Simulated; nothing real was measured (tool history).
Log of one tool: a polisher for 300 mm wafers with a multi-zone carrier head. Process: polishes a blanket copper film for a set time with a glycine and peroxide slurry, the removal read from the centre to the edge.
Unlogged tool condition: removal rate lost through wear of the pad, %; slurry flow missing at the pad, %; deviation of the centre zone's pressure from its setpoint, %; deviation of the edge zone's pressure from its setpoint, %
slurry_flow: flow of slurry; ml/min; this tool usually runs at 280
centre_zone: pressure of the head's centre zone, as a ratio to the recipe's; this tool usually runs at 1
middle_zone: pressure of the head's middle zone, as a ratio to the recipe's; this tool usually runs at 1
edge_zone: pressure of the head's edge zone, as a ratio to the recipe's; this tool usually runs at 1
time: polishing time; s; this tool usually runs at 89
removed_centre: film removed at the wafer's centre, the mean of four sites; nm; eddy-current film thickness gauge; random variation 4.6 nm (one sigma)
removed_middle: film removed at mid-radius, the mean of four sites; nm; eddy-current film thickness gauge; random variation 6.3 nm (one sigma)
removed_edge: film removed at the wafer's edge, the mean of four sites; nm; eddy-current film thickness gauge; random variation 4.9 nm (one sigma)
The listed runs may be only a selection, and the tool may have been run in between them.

| run | hour | slurry_flow | centre_zone | middle_zone | edge_zone | time | wafers since the last listed run | wafers polished on this pad | hours since the slurry nozzle was cleaned | hours since the centre zone pressure was calibrated | hours since the edge zone pressure was calibrated | hours since the carrier head's membrane was replaced | incoming thickness of the incoming film, nm | removed_centre | removed_middle | removed_edge |
|---|---|---|---|---|---|---|---|---|---|---|---|---|---|---|---|---|
| 1 | 0 | 280 | 1 | 1 | 1 | 89 | 0 | 733 | 580 | 263.6 | 183.6 | 1496.3 | 2262.6 | 381.5 | 400.9 | 382.1 |
|  | 6.6 | worn pad replaced by a new one |
| 2 | 16.7 | 280 | 1 | 1 | 1 | 89 | 138 | 109 | 596.7 | 280.3 | 200.3 | 1513 | 2220.3 | 417.5 | 418.9 | 431.8 |
| 3 | 52.6 | 235 | 1 | 1 | 1 | 89 | 390 | 499 | 632.6 | 316.2 | 236.2 | 1548.9 | 2214.1 | 395.2 | 399.5 | 402.7 |
| 4 | 66.4 | 235 | 1 | 1 | 1 | 89 | 150 | 650 | 646.4 | 330 | 250 | 1562.7 | 2266.3 | 378.1 | 390.1 | 387.6 |
| 5 | 76.2 | 235 | 1 | 1 | 1 | 89 | 106 | 756 | 656.2 | 339.8 | 259.8 | 1572.5 | 2183.1 | 368 | 389.6 | 384.9 |
| 6 | 87.4 | 280 | 1 | 0.92 | 1 | 105 | 121 | 878 | 667.4 | 351 | 271 | 1583.7 | 2237.7 | 428 | 407.3 | 431.5 |
|  | 92.1 | worn pad replaced by a new one |
| 7 | 104.6 | 280 | 1 | 0.92 | 1 | 105 | 143 | 135 | 684.6 | 368.2 | 288.2 | 1600.9 | 2218.2 | 495 | 478.7 | 507.3 |
| 8 | 113.2 | 280 | 1 | 1 | 1 | 89 | 93 | 229 | 693.2 | 376.8 | 296.8 | 1609.5 | 2187.5 | 419.5 | 440.1 | 426.2 |
|  | 124.6 | centre zone pressure recalibrated |
| 9 | 126.7 | 310 | 1 | 1 | 1 | 89 | 125 | 354 | 706.7 | 2.1 | 310.3 | 1623 | 2258.4 | 410.4 | 428.9 | 412.6 |
| 10 | 142.2 | 280 | 1.07 | 1 | 1 | 89 | 168 | 523 | 722.2 | 17.6 | 325.8 | 1638.5 | 2235.2 | 420.9 | 416.1 | 408.4 |
|  | 156.2 | worn pad replaced by a new one |
| 11 | 159 | 280 | 1.07 | 1 | 1 | 89 | 139 | 30 | 739 | 34.4 | 342.6 | 1655.3 | 2203.3 | 443.7 | 418.2 | 430.3 |
| 12 | 166.3 | 280 | 1 | 1 | 1 | 89 | 79 | 109 | 746.3 | 41.7 | 349.9 | 1662.6 | 2211.5 | 414 | 422.1 | 417.1 |
| 13 | 173.3 | 280 | 1 | 1 | 1.11 | 104 | 76 | 185 | 753.3 | 48.7 | 356.9 | 1669.6 | 2216.2 | 480.9 | 498.9 | 520.7 |
| 14 | 180.6 | 340 | 0.95 | 1.08 | 1 | 73 | 79 | 265 | 760.6 | 56 | 364.2 | 1676.9 | 2222.1 | 326.8 | 377.3 | 347.9 |
|  | 185.8 | carrier head's membrane replaced by a new one |
|  | 198.1 | slurry nozzle cleaned |
| 15 | 198.6 | 280 | 0.89 | 0.96 | 1 | 89 | 130 | 395 | 0.5 | 74 | 382.2 | 12.8 | 2223.1 | 350.2 | 387.1 | 406.1 |
|  | 221.3 | worn pad replaced by a new one |
|  | 229.8 | edge zone pressure recalibrated |
| 16 | 233.8 | 280 | 1.1 | 1.05 | 1 | 89 | 317 | 113 | 35.7 | 109.2 | 4 | 48 | 2254.3 | 456.5 | 444.6 | 430 |
| 17 | 251.4 | 280 | 1.09 | 1 | 1 | 106 | 191 | 305 | 53.3 | 126.8 | 21.6 | 65.6 | 2209 | 522.3 | 481.9 | 495.6 |
| 18 | 267.8 | 335 | 0.95 | 1 | 1 | 70 | 178 | 483 | 69.7 | 143.2 | 38 | 82 | 2214.8 | 296.9 | 324.8 | 325.4 |
| 19 | 275.9 | 380 | 1 | 1 | 1 | 89 | 88 | 571 | 77.8 | 151.3 | 46.1 | 90.1 | 2216.4 | 400.6 | 409.7 | 411.9 |
| 20 | 283.3 | 280 | 1 | 1 | 1 | 89 | 80 | 652 | 85.2 | 158.7 | 53.5 | 97.5 | 2217.6 | 378.7 | 393.7 | 386.8 |
|  | 307.2 | worn pad replaced by a new one |
| 21 | 333.4 | 280 | 1 | 0.92 | 1 | 89 | 501 | 284 | 135.3 | 208.8 | 103.6 | 147.6 | 2219.9 | 412.5 | 398.4 | 420.7 |
| 22 | 360.3 | 310 | 1 | 1 | 1 | 89 | 292 | 577 | 162.2 | 235.7 | 130.5 | 174.5 | 2213.2 | 393 | 408 | 406.3 |
| 23 | 367.6 | 380 | 1 | 1 | 1 | 61 | 79 | 657 | 169.5 | 243 | 137.8 | 181.8 | 2208.7 | 273 | 282.7 | 275.3 |

The logged runs with the hidden state left out (each run's random variation unchanged):
| run | removed_centre | removed_middle | removed_edge |
|---|---|---|---|
| 1 | 426.4 | 448.1 | 427.1 |
| 2 | 420.7 | 422.1 | 435.1 |
| 3 | 416.3 | 420.8 | 424.2 |
| 4 | 411.8 | 424.9 | 422.1 |
| 5 | 413 | 437.3 | 432 |
| 6 | 500.6 | 476.4 | 504.7 |
| 7 | 497.1 | 480.8 | 509.6 |
| 8 | 424 | 444.8 | 430.7 |
| 9 | 421.6 | 440.6 | 423.9 |
| 10 | 445.3 | 440.2 | 432.1 |
| 11 | 451.9 | 425.8 | 438.2 |
| 12 | 422.5 | 430.7 | 425.6 |
| 13 | 492.8 | 511.3 | 533.6 |
| 14 | 337.1 | 389.2 | 358.9 |
| 15 | 371.1 | 410.2 | 430.4 |
| 16 | 464.3 | 452.2 | 437.4 |
| 17 | 540 | 498.3 | 512.5 |
| 18 | 315.8 | 345.5 | 346.1 |
| 19 | 434.2 | 444.1 | 446.4 |
| 20 | 418.9 | 435.5 | 427.8 |
| 21 | 420.3 | 406 | 428.7 |
| 22 | 420 | 436.1 | 434.2 |
| 23 | 297.4 | 307.9 | 299.9 |
